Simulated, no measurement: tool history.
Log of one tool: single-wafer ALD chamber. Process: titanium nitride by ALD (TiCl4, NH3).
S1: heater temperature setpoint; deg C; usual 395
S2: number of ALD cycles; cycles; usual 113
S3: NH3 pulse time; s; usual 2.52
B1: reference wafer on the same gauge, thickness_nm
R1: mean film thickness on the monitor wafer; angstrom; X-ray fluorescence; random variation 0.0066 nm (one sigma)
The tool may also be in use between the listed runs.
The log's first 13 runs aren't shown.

run 14 hour=1070.7 | S1=395 S2=113 S3=2.52 | B1=3.107 | R1=26.86
-- hour=1187.9 thermocouple changed; heater temperature recalibrated
run 15 hour=1205.6 | S1=395 S2=113 S3=2.52 | B1=3.113 | R1=26.82
run 16 hour=1246.2 | S1=382 S2=113 S3=1.54 | B1=3.115 | R1=26.13
run 17 hour=1322.5 | S1=408 S2=113 S3=3.04 | B1=3.114 | R1=27.14
run 18 hour=1387.6 | S1=395 S2=113 S3=2.52 | B1=3.116 | R1=26.85
run 19 hour=1470.7 | S1=403 S2=104 S3=2.52 | B1=3.119 | R1=24.97
run 20 hour=1553.7 | S1=395 S2=113 S3=2.52 | B1=3.122 | R1=26.93
run 21 hour=1594.3 | S1=406 S2=127 S3=1.74 | B1=3.124 | R1=30.02
run 22 hour=1713 | S1=402 S2=128 S3=2.11 | B1=3.128 | R1=30.59
run 23 hour=1785.3 | S1=395 S2=113 S3=3 | B1=3.13 | R1=27.11
run 24 hour=1832.1 | S1=395 S2=113 S3=2.52 | B1=3.128 | R1=27.05
run 25 hour=1886.6 | S1=385 S2=99 S3=3.4 | B1=3.131 | R1=23.6
-- hour=1986.9 gauge calibrated
run 26 hour=2169.6 | S1=406 S2=133 S3=2.52 | B1=3.079 | R1=31.4
run 27 hour=2254.9 | S1=395 S2=113 S3=2.52 | B1=3.082 | R1=26.43
run 28 hour=2316.4 | S1=395 S2=113 S3=2.52 | B1=3.084 | R1=26.62
run 29 hour=2380.8 | S1=395 S2=105 S3=1.92 | B1=3.082 | R1=24.48
run 30 hour=2441.3 | S1=389 S2=113 S3=2.52 | B1=3.085 | R1=26.43
run 31 hour=2483.7 | S1=401 S2=98 S3=3.44 | B1=3.087 | R1=23.43
run 32 hour=2664.7 | S1=395 S2=113 S3=2.52 | B1=3.093 | R1=26.7
run 33 hour=2707.4 | S1=395 S2=113 S3=2.52 | B1=3.097 | R1=26.81
run 34 hour=2806.1 | S1=395 S2=113 S3=2.52 | B1=3.096 | R1=26.68
run 35 hour=2864.8 | S1=395 S2=113 S3=2.52 | B1=3.1 | R1=26.76
run 36 hour=2956.2 | S1=395 S2=99 S3=2.83 | B1=3.105 | R1=23.46
-- hour=3042.2 thermocouple changed; heater temperature recalibrated
run 37 hour=3090.6 | S1=408 S2=90 S3=3.14 | B1=3.105 | R1=21.54
run 38 hour=3146.4 | S1=407 S2=113 S3=1.62 | B1=3.106 | R1=26.75

Forecast each of these 5 alternatives for the next run:
run A hour=3147.1 | S1=395 S2=113 S3=2.52 | B1=? | R1=?
run B hour=3147.1 | S1=395 S2=125 S3=3.16 | B1=? | R1=?
run C hour=3147.1 | S1=410 S2=113 S3=1.58 | B1=? | R1=?
run D hour=3147.1 | S1=409 S2=107 S3=1.7 | B1=? | R1=?
run E hour=3147.1 | S1=395 S2=113 S3=1.87 | B1=? | R1=?

run=A B1=3.107 R1=26.78
run=B B1=3.107 R1=29.8
run=C B1=3.107 R1=26.7
run=D B1=3.107 R1=25.31
run=E B1=3.107 R1=26.56
Without the tool's hidden state the same runs would have given:
run=A R1=26.45
run=B R1=29.44
run=C R1=26.38
run=D R1=25
run=E R1=26.24
